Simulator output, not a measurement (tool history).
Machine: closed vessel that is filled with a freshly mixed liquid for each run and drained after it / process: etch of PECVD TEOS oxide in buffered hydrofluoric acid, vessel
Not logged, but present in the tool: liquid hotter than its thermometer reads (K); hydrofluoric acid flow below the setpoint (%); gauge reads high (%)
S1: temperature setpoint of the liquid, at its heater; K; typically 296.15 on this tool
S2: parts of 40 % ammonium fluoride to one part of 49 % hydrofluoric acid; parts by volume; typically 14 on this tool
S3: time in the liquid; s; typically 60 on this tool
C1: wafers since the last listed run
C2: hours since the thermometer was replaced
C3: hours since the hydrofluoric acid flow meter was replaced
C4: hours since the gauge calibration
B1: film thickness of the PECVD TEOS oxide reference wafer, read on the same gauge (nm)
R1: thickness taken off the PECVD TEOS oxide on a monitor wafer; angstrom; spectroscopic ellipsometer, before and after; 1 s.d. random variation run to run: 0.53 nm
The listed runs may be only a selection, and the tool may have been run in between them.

Run 1, hour 0: usual settings; C1 0; C2 502.4; C3 116.3; C4 200; B1 110.02. Result: R1 748.8 angstrom.
Run 2, hour 56.2: usual settings; C1 7107; C2 558.6; C3 172.5; C4 256.2; B1 109.99. Result: R1 747.9 angstrom.
Run 3, hour 113.6: usual settings; C1 7259; C2 616; C3 229.9; C4 313.6; B1 110. Result: R1 753.1 angstrom.
Run 4, hour 160.7: usual settings but S3 70 s; C1 5956; C2 663.1; C3 277; C4 360.7; B1 110.01. Result: R1 889.3 angstrom.
Run 5, hour 222.8: usual settings but S1 293.15 K; C1 7853; C2 725.2; C3 339.1; C4 422.8; B1 110.03. Result: R1 646.8 angstrom.
Run 6, hour 275.7: usual settings but S1 293.15 K; C1 6690; C2 778.1; C3 392; C4 475.7; B1 110. Result: R1 643.8 angstrom.
Run 7, hour 308: usual settings but S1 293.15 K; C1 4084; C2 810.4; C3 424.3; C4 508; B1 109.98. Result: R1 650.8 angstrom.
Run 8, hour 337.5: usual settings; C1 3730; C2 839.9; C3 453.8; C4 537.5; B1 109.97. Result: R1 758.5 angstrom.
Run 9, hour 376.4: usual settings; C1 4919; C2 878.8; C3 492.7; C4 576.4; B1 110.04. Result: R1 765.6 angstrom.
Run 10, hour 407.9: usual settings; C1 3983; C2 910.3; C3 524.2; C4 607.9; B1 110.02. Result: R1 753 angstrom.
Run 11, hour 465: usual settings but S1 300.65 K, S2 18 parts by volume; C1 7221; C2 967.4; C3 581.3; C4 665; B1 110. Result: R1 762.4 angstrom.
At hour 500.6: thermometer replaced.
Run 12, hour 516.6: usual settings but S2 17 parts by volume; C1 6399; C2 16; C3 632.9; C4 716.6; B1 109.99. Result: R1 671.2 angstrom.
Run 13, hour 579.2: usual settings; C1 7916; C2 78.6; C3 695.5; C4 779.2; B1 110.02. Result: R1 802.9 angstrom.
Run 14, hour 609.5: usual settings but S1 301.15 K, S2 17 parts by volume, S3 30 s; C1 3831; C2 108.9; C3 725.8; C4 809.5; B1 109.99. Result: R1 436.2 angstrom.
At hour 644.5: gauge calibrated.
Run 15, hour 680.5: usual settings but S1 291.65 K, S3 80 s; C1 8979; C2 179.9; C3 796.8; C4 36; B1 109.98. Result: R1 844.9 angstrom.
At hour 690.5: thermometer replaced, repeated, since the last time left the tool worse.
Run 16, hour 748.8: usual settings but S1 301.15 K, S2 18 parts by volume, S3 40 s; C1 8511; C2 58.3; C3 865.1; C4 104.3; B1 109.98. Result: R1 500 angstrom.
Run 17, hour 774.2: usual settings but S1 299.15 K, S2 17.5 parts by volume, S3 70 s; C1 3212; C2 83.7; C3 890.5; C4 129.7; B1 110.02. Result: R1 812.3 angstrom.
At hour 798.9: hydrofluoric acid flow meter replaced.
Run 18, hour 898.7: usual settings; C1 15618; C2 208.2; C3 99.8; C4 254.2; B1 109.98. Result: R1 748.1 angstrom.
Run 19, hour 959.1: usual settings but S1 299.15 K, S2 11.5 parts by volume, S3 40 s; C1 7638; C2 268.6; C3 160.2; C4 314.6; B1 110.01. Result: R1 705.9 angstrom.
Run 20, hour 1000.9: usual settings but S2 16.5 parts by volume; C1 5286; C2 310.4; C3 202; C4 356.4; B1 110. Result: R1 637 angstrom.
Run 21, hour 1035.9: usual settings but S1 299.15 K, S2 17 parts by volume; C1 4426; C2 345.4; C3 237; C4 391.4; B1 110.02. Result: R1 730.7 angstrom.

Hidden state at the last listed run before each entry between runs and at the first one after, where it differs:
From run 11 to run 12: thermometer replaced (hour 500.6)
  liquid hotter than its thermometer reads (K): 1.07 -> 1.87
  difference, measured minus the result without the unlogged condition, R1: +42.3 -> +65.3 angstrom
From run 14 to run 15: gauge calibrated (hour 644.5)
  liquid hotter than its thermometer reads (K): 1.96 -> 2.04
  difference, measured minus the result without the unlogged condition, R1: +43 -> +91.6 angstrom
From run 15 to run 16: thermometer replaced, repeated, since the last time left the tool worse (hour 690.5)
  liquid hotter than its thermometer reads (K): 2.04 -> 0.139
  difference, measured minus the result without the unlogged condition, R1: +91.6 -> +3.7 angstrom
From run 17 to run 18: hydrofluoric acid flow meter replaced (hour 798.9)
  liquid hotter than its thermometer reads (K): 0.166 -> 0.297
  difference, measured minus the result without the unlogged condition, R1: +7.4 -> +12.2 angstrom
